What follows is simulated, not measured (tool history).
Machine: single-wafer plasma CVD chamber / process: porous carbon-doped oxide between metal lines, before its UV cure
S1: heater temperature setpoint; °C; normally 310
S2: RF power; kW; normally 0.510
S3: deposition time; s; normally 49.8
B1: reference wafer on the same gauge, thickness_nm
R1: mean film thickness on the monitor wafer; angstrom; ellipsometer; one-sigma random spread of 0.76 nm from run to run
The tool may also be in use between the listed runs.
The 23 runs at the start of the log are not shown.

run	hour	S1	S2	S3	B1	R1
24	1934.5	310	0.475	53.1	213.821	2672.34
25	1974.6	325	0.450	49.8	213.885	2209.92
# hour 2041.7: RF generator calibrated
26	2047.8	310	0.510	49.8	214.030	2683.10
27	2130.9	324	0.510	40.3	213.946	2001.52
28	2219.1	317	0.450	46.9	213.976	2243.34
29	2258.3	310	0.510	49.8	213.926	2683.02
30	2347.2	310	0.510	44.5	213.993	2404.95
31	2445.3	310	0.600	49.8	213.833	2959.02
32	2494.7	299	0.510	40.1	213.910	2331.55
33	2541.5	305	0.545	59.1	214.063	3409.46
34	2588.3	320	0.585	53.6	214.033	2949.48
35	2660.3	310	0.560	49.8	214.103	2825.07

Forecast each of these 3 alternatives for the next run:
A	2660.7	302	0.510	49.8	?	?
B	2660.7	320	0.445	44.8	?	?
C	2660.7	316	0.425	41.3	?	?

run	B1	R1
A	214.093	2825.30
B	214.093	2087.19
C	214.093	1910.64
The same runs, with their run-to-run variation unchanged, on a tool lacking any hidden condition would have given:
run	R1
A	2783.72
B	2065.45
C	1889.79

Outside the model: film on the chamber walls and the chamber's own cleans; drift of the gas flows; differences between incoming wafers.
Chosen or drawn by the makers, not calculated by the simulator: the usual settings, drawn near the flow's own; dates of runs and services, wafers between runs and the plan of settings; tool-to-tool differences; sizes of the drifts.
